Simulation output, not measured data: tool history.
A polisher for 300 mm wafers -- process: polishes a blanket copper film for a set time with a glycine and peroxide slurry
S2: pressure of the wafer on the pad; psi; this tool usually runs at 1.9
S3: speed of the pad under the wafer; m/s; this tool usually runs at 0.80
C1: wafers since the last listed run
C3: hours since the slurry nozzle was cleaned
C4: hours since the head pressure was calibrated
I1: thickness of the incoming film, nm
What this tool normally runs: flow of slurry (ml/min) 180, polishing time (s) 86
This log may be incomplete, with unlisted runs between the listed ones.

Run 1, day 0.000: usual settings; C1 0; wafers polished on this pad 894; C3 446.2; C4 749.1; I1 2173.2. Result: film removed (Å) 2972.
Run 2, day 2.008: usual settings; C1 370; wafers polished on this pad 1265; C3 494.4; C4 797.3; I1 2216.8. Result: film removed (Å) 2998.
At day 2.612: worn pad replaced by a new one.
Run 3, day 4.675: usual settings but flow of slurry (ml/min) 210, S3 0.68 m/s; C1 461; wafers polished on this pad 380; C3 558.4; C4 861.3; I1 2249.5. Result: film removed (Å) 2721.
Run 4, day 7.521: usual settings but flow of slurry (ml/min) 210, S3 0.68 m/s; C1 524; wafers polished on this pad 905; C3 626.7; C4 929.6; I1 2194.7. Result: film removed (Å) 2697.
Run 5, day 9.325: usual settings but flow of slurry (ml/min) 210, S3 0.68 m/s; C1 332; wafers polished on this pad 1237; C3 670.0; C4 972.9; I1 2215.0. Result: film removed (Å) 2764.
At day 9.725: slurry nozzle cleaned.
At day 10.142: worn pad replaced by a new one, of another model than before.
Run 6, day 10.729: usual settings but polishing time (s) 105; C1 220; wafers polished on this pad 108; C3 24.1; C4 1006.6; I1 2187.2. Result: film removed (Å) 3605.
Run 7, day 11.962: usual settings; C1 227; wafers polished on this pad 336; C3 53.7; C4 1036.2; I1 2180.6. Result: film removed (Å) 2995.
Run 8, day 13.725: usual settings; C1 325; wafers polished on this pad 661; C3 96.0; C4 1078.5; I1 2224.7. Result: film removed (Å) 2989.
At day 15.196: head pressure recalibrated.
Run 9, day 16.488: usual settings but flow of slurry (ml/min) 135, S2 1.7 psi, S3 0.88 m/s, polishing time (s) 77; C1 494; wafers polished on this pad 1155; C3 162.3; C4 31.0; I1 2193.5. Result: film removed (Å) 2659.
At day 18.562: worn pad replaced by a new one.
Run 10, day 19.154: usual settings but flow of slurry (ml/min) 165, S2 1.4 psi, S3 0.90 m/s; C1 461; wafers polished on this pad 109; C3 226.3; C4 95.0; I1 2224.5. Result: film removed (Å) 2821.
Run 11, day 21.546: usual settings but polishing time (s) 94; C1 441; wafers polished on this pad 550; C3 283.7; C4 152.4; I1 2194.1. Result: film removed (Å) 3180.
Run 12, day 23.900: usual settings but S2 2.3 psi; C1 434; wafers polished on this pad 984; C3 340.2; C4 208.9; I1 2221.1. Result: film removed (Å) 3166.
Run 13, day 25.088: usual settings but flow of slurry (ml/min) 155, S3 0.70 m/s; C1 219; wafers polished on this pad 1203; C3 368.7; C4 237.4; I1 2183.5. Result: film removed (Å) 2527.
Run 14, day 26.100: usual settings but S2 2.3 psi; C1 186; wafers polished on this pad 1390; C3 393.0; C4 261.7; I1 2177.2. Result: film removed (Å) 3147.
At day 27.688: worn pad replaced by a new one.
Run 15, day 28.858: usual settings; C1 477; wafers polished on this pad 216; C3 459.2; C4 327.9; I1 2192.5. Result: film removed (Å) 2901.
Run 16, day 31.388: usual settings but flow of slurry (ml/min) 225, S2 1.4 psi, S3 0.72 m/s; C1 466; wafers polished on this pad 682; C3 519.9; C4 388.6; I1 2228.7. Result: film removed (Å) 2382.

Branching from run 16: 5 alternative next runs. What would each branch give?
Run A, day 31.408: usual settings; C1 3; wafers polished on this pad 686; C3 520.4; C4 389.1; I1 2196.3. Result: film removed (Å) ?.
Run B, day 31.408: usual settings but flow of slurry (ml/min) 130, S2 1.5 psi, S3 1.06 m/s, polishing time (s) 94; C1 3; wafers polished on this pad 686; C3 520.4; C4 389.1; I1 2196.3. Result: film removed (Å) ?.
Run C, day 31.408: usual settings but flow of slurry (ml/min) 245, S2 2.5 psi, S3 0.70 m/s, polishing time (s) 72; C1 3; wafers polished on this pad 686; C3 520.4; C4 389.1; I1 2196.3. Result: film removed (Å) ?.
Run D, day 31.408: usual settings but flow of slurry (ml/min) 145, S2 2.1 psi, S3 0.96 m/s, polishing time (s) 105; C1 3; wafers polished on this pad 686; C3 520.4; C4 389.1; I1 2196.3. Result: film removed (Å) ?.
Run E, day 31.408: usual settings but flow of slurry (ml/min) 225, S2 1.2 psi, polishing time (s) 77; C1 3; wafers polished on this pad 686; C3 520.4; C4 389.1; I1 2196.3. Result: film removed (Å) ?.

run  film removed (Å)
  A              2949
  B              3714
  C              2517
  D              4444
  E              2243
With the hidden condition removed and each run's random variation left untouched, the same runs would have given:
run  film removed (Å)
  A              2925
  B              3682
  C              2496
  D              4404
  E              2226
